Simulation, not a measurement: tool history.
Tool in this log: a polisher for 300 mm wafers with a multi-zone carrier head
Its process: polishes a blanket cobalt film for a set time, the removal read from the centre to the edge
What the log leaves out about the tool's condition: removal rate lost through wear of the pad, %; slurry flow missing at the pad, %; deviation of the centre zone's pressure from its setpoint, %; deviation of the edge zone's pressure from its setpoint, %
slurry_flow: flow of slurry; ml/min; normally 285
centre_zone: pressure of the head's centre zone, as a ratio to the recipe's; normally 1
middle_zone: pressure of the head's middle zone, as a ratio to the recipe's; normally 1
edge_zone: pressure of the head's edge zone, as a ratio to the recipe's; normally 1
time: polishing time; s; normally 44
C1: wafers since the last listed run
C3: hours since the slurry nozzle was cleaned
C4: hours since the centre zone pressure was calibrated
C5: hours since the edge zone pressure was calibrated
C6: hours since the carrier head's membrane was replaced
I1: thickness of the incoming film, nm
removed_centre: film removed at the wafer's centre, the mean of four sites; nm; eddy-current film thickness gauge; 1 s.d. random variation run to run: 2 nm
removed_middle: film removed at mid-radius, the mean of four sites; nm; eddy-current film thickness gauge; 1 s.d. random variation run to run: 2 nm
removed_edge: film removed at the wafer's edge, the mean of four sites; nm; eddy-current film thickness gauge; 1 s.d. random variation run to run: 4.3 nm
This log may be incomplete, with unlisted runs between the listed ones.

Run 1, hour 0: usual settings but centre_zone 0.97; C1 0; wafers polished on this pad 1016; C3 346.7; C4 300.8; C5 183; C6 1470.7; I1 919. Result: removed_centre 322.5 nm, removed_middle 313.3 nm, removed_edge 322.8 nm.
At hour 0.1: worn pad replaced by a new one.
Run 2, hour 34.6: usual settings but slurry_flow 225 ml/min; C1 355; wafers polished on this pad 355; C3 381.3; C4 335.4; C5 217.6; C6 1505.3; I1 917.8. Result: removed_centre 322 nm, removed_middle 303.2 nm, removed_edge 310.3 nm.
Run 3, hour 50.3: usual settings; C1 161; wafers polished on this pad 516; C3 397; C4 351.1; C5 233.3; C6 1521; I1 907.7. Result: removed_centre 333.7 nm, removed_middle 314.8 nm, removed_edge 321.6 nm.
Run 4, hour 83.7: usual settings; C1 343; wafers polished on this pad 860; C3 430.4; C4 384.5; C5 266.7; C6 1554.4; I1 926.9. Result: removed_centre 334.6 nm, removed_middle 313.9 nm, removed_edge 319.2 nm.
At hour 89.8: worn pad replaced by a new one.
Run 5, hour 114.4: usual settings; C1 274; wafers polished on this pad 252; C3 461.1; C4 415.2; C5 297.4; C6 1585.1; I1 921.6. Result: removed_centre 337.8 nm, removed_middle 314.4 nm, removed_edge 322.2 nm.
Run 6, hour 126.9: usual settings; C1 128; wafers polished on this pad 381; C3 473.6; C4 427.7; C5 309.9; C6 1597.6; I1 913.7. Result: removed_centre 337.5 nm, removed_middle 316.3 nm, removed_edge 317.4 nm.
At hour 149.1: carrier head's membrane replaced by a new one.
Run 7, hour 152: usual settings; C1 206; wafers polished on this pad 587; C3 498.7; C4 452.8; C5 335; C6 2.9; I1 932.8. Result: removed_centre 334.9 nm, removed_middle 312.5 nm, removed_edge 328.7 nm.
Run 8, hour 170.4: usual settings; C1 189; wafers polished on this pad 776; C3 517.1; C4 471.2; C5 353.4; C6 21.3; I1 917. Result: removed_centre 337.6 nm, removed_middle 314.4 nm, removed_edge 312.5 nm.
At hour 190.2: worn pad replaced by a new one.
Run 9, hour 190.7: usual settings but time 55 s; C1 167; wafers polished on this pad 5; C3 537.4; C4 491.5; C5 373.7; C6 41.6; I1 926.5. Result: removed_centre 421.4 nm, removed_middle 392 nm, removed_edge 398.8 nm.
At hour 203.2: slurry nozzle cleaned.
Run 10, hour 203.6: usual settings but slurry_flow 205 ml/min; C1 122; wafers polished on this pad 127; C3 0.4; C4 504.4; C5 386.6; C6 54.5; I1 914.2. Result: removed_centre 327.5 nm, removed_middle 302.6 nm, removed_edge 308.7 nm.
Run 11, hour 225: usual settings; C1 220; wafers polished on this pad 347; C3 21.8; C4 525.8; C5 408; C6 75.9; I1 916.5. Result: removed_centre 342.2 nm, removed_middle 316.1 nm, removed_edge 322.6 nm.
At hour 239.4: edge zone pressure recalibrated.
Run 12, hour 241.3: usual settings; C1 147; wafers polished on this pad 494; C3 38.1; C4 542.1; C5 1.9; C6 92.2; I1 920. Result: removed_centre 337.7 nm, removed_middle 318.9 nm, removed_edge 323.3 nm.
At hour 264.9: centre zone pressure recalibrated.
At hour 277.7: worn pad replaced by a new one.
Run 13, hour 278.2: usual settings but slurry_flow 235 ml/min; C1 317; wafers polished on this pad 5; C3 75; C4 13.3; C5 38.8; C6 129.1; I1 940.3. Result: removed_centre 314.4 nm, removed_middle 311.1 nm, removed_edge 324.3 nm.
Run 14, hour 294.4: usual settings but time 49 s; C1 166; wafers polished on this pad 171; C3 91.2; C4 29.5; C5 55; C6 145.3; I1 924.5. Result: removed_centre 356.8 nm, removed_middle 353.1 nm, removed_edge 356 nm.
Run 15, hour 326.9: usual settings but middle_zone 0.94, edge_zone 1.07, time 51 s; C1 334; wafers polished on this pad 505; C3 123.7; C4 62; C5 87.5; C6 177.8; I1 933.9. Result: removed_centre 375 nm, removed_middle 349.3 nm, removed_edge 369.8 nm.
Run 16, hour 356.8: usual settings but slurry_flow 230 ml/min, centre_zone 0.9; C1 307; wafers polished on this pad 813; C3 153.6; C4 91.9; C5 117.4; C6 207.7; I1 928.1. Result: removed_centre 284.6 nm, removed_middle 309.4 nm, removed_edge 311.1 nm.
Run 17, hour 376.9: usual settings but time 54 s; C1 206; wafers polished on this pad 1019; C3 173.7; C4 112; C5 137.5; C6 227.8; I1 924.1. Result: removed_centre 396.7 nm, removed_middle 385.7 nm, removed_edge 397.1 nm.
At hour 380.9: worn pad replaced by a new one.
Run 18, hour 406.4: usual settings but middle_zone 0.91; C1 262; wafers polished on this pad 262; C3 203.2; C4 141.5; C5 167; C6 257.3; I1 915. Result: removed_centre 322.7 nm, removed_middle 288.5 nm, removed_edge 318.1 nm.
Run 19, hour 438.3: usual settings but slurry_flow 255 ml/min, middle_zone 1.1; C1 328; wafers polished on this pad 590; C3 235.1; C4 173.4; C5 198.9; C6 289.2; I1 919.8. Result: removed_centre 325.1 nm, removed_middle 337.5 nm, removed_edge 319.9 nm.
Run 20, hour 461.2: usual settings but middle_zone 0.88, edge_zone 0.96, time 34 s; C1 235; wafers polished on this pad 825; C3 258; C4 196.3; C5 221.8; C6 312.1; I1 930.2. Result: removed_centre 256.1 nm, removed_middle 217.3 nm, removed_edge 242.5 nm.
At hour 478.6: worn pad replaced by a new one.
Run 21, hour 489.1: usual settings but slurry_flow 350 ml/min, centre_zone 0.93, middle_zone 0.89, edge_zone 1.07; C1 245; wafers polished on this pad 108; C3 285.9; C4 224.2; C5 249.7; C6 340; I1 914.6. Result: removed_centre 312.2 nm, removed_middle 290.7 nm, removed_edge 335.9 nm.

Forecast each of these 5 alternatives for the next run:
Run A, hour 489.5: usual settings; C1 4; wafers polished on this pad 112; C3 286.3; C4 224.6; C5 250.1; C6 340.4; I1 928.2. Result: removed_centre ?, removed_middle ?, removed_edge ?.
Run B, hour 489.5: usual settings but slurry_flow 200 ml/min, edge_zone 1.1; C1 4; wafers polished on this pad 112; C3 286.3; C4 224.6; C5 250.1; C6 340.4; I1 928.2. Result: removed_centre ?, removed_middle ?, removed_edge ?.
Run C, hour 489.5: usual settings but middle_zone 1.07; C1 4; wafers polished on this pad 112; C3 286.3; C4 224.6; C5 250.1; C6 340.4; I1 928.2. Result: removed_centre ?, removed_middle ?, removed_edge ?.
Run D, hour 489.5: usual settings but middle_zone 1.08, edge_zone 1.11; C1 4; wafers polished on this pad 112; C3 286.3; C4 224.6; C5 250.1; C6 340.4; I1 928.2. Result: removed_centre ?, removed_middle ?, removed_edge ?.
Run E, hour 489.5: usual settings but time 57 s; C1 4; wafers polished on this pad 112; C3 286.3; C4 224.6; C5 250.1; C6 340.4; I1 928.2. Result: removed_centre ?, removed_middle ?, removed_edge ?.

run  removed_centre  removed_middle  removed_edge
  A           328.8           313.2         313.9
  B           315.6           301.9         315.2
  C           328.9           331.7         313.6
  D             329           334.3         324.6
  E           425.9           405.7         406.6
What these runs would have given with no unlogged condition in the tool:
run  removed_centre  removed_middle  removed_edge
  A           320.8           313.2         313.9
  B             308           301.9         315.2
  C             321           331.7         313.6
  D             321           334.3         324.6
  E           415.6           405.8         406.6

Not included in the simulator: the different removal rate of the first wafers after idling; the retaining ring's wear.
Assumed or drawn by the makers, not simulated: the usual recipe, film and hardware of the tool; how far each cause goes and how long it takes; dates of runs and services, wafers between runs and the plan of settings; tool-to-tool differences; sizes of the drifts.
